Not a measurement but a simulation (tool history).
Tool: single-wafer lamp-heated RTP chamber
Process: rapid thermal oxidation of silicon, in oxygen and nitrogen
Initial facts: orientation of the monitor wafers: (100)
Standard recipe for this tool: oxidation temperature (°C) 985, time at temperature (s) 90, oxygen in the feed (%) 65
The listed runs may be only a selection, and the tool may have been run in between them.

run   hour  oxidation temperature (°C)  time at temperature (s)  oxygen in the feed (%)  read-back reference wafer on the same gauge, thickness  oxide thickness on the monitor wafer (Å)
  1      0                         985                       90                      65                                                   5.331                                     60.77
  2    9.5                         985                       90                      65                                                   5.331                                     61.01
  3   20.4                         985                       90                      65                                                   5.329                                     61.17
  4   32.5                         985                       90                      65                                                   5.332                                     61.32
  5     39                         985                       90                      65                                                    5.33                                      61.3
  6   87.4                         985                       90                      65                                                   5.331                                     61.84
  7  111.8                         985                       90                      65                                                   5.331                                     61.75
  8  119.8                         985                       90                      65                                                   5.332                                     61.68
  9  129.2                         985                       90                      65                                                   5.331                                     61.51
     180.5  -- pyrometer window cleaned and pyrometer calibrated
 10    181                         985                       90                      65                                                   5.334                                     60.71
     183.9  -- gauge calibrated
 11  185.3                         985                       90                      65                                                   5.332                                      60.7
 12  197.5                         976                       90                      65                                                   5.331                                     57.13
 13  213.8                         985                       69                      65                                                   5.331                                      54.5
 14  227.1                         985                      107                      65                                                    5.33                                     66.08
 15  234.4                         985                      107                      65                                                   5.325                                     66.29
 16  240.9                         961                      109                      49                                                   5.332                                     50.82
 17  255.4                        1009                      117                      56                                                   5.327                                     78.26
 18  271.2                        1002                       90                      78                                                   5.329                                     74.16
 19  284.1                         985                       90                      65                                                   5.334                                     61.59
 20  294.9                         985                       90                      65                                                    5.33                                     61.56
 21    301                         985                       90                      65                                                   5.332                                     61.63
 22  308.6                         985                       90                      65                                                    5.33                                     61.75
 23  315.4                         985                      132                      65                                                   5.332                                     73.24
 24  323.5                         969                       90                      43                                                   5.327                                     48.02
 25  331.8                         985                       57                      65                                                   5.331                                     50.72
 26  337.9                         956                      133                      35                                                   5.332                                     48.54
 27    349                         965                       90                      65                                                   5.329                                     53.19
 28  362.4                         985                       90                      65                                                   5.331                                     61.58
     373.1  -- oxygen flow controller replaced
 29  378.4                         985                       74                      65                                                    5.33                                     56.79
     390.8  -- pyrometer window cleaned and pyrometer calibrated
 30  391.3                         985                      133                      76                                                   5.329                                     76.29
 31  407.2                         985                       90                      65                                                   5.327                                     61.06
 32  425.2                         985                       90                      65                                                    5.33                                     60.93
 33  435.8                        1008                       77                      54                                                   5.333                                     63.46
 34    448                         970                       90                      46                                                   5.328                                     49.07
 35  459.5                         985                       90                      65                                                   5.329                                     61.49
 36  476.6                         976                       45                      85                                                    5.33                                     46.97
 37    489                         961                       70                      65                                                   5.332                                     46.37

Exercise: give the hidden state of the tool at every run:
deviation of the oxygen flow from its setpoint, %: 0 at every run
gauge reads high (%): 0 at every run
H1: true wafer temperature minus pyrometer reading, K
run     H1
  1  0.603
  2  0.897
  3   1.19
  4   1.46
  5   1.58
  6   2.21
  7    2.4
  8   2.44
  9   2.49
 10  0.171
 11  0.324
 12  0.709
 13   1.12
 14    1.4
 15   1.52
 16   1.62
 17   1.82
 18   1.99
 19    2.1
 20   2.18
 21   2.22
 22   2.26
 23   2.29
 24   2.33
 25   2.36
 26   2.39
 27   2.42
 28   2.46
 29   2.49
 30  0.104
 31  0.626
 32   1.08
 33    1.3
 34   1.51
 35   1.68
 36   1.88
 37   1.99
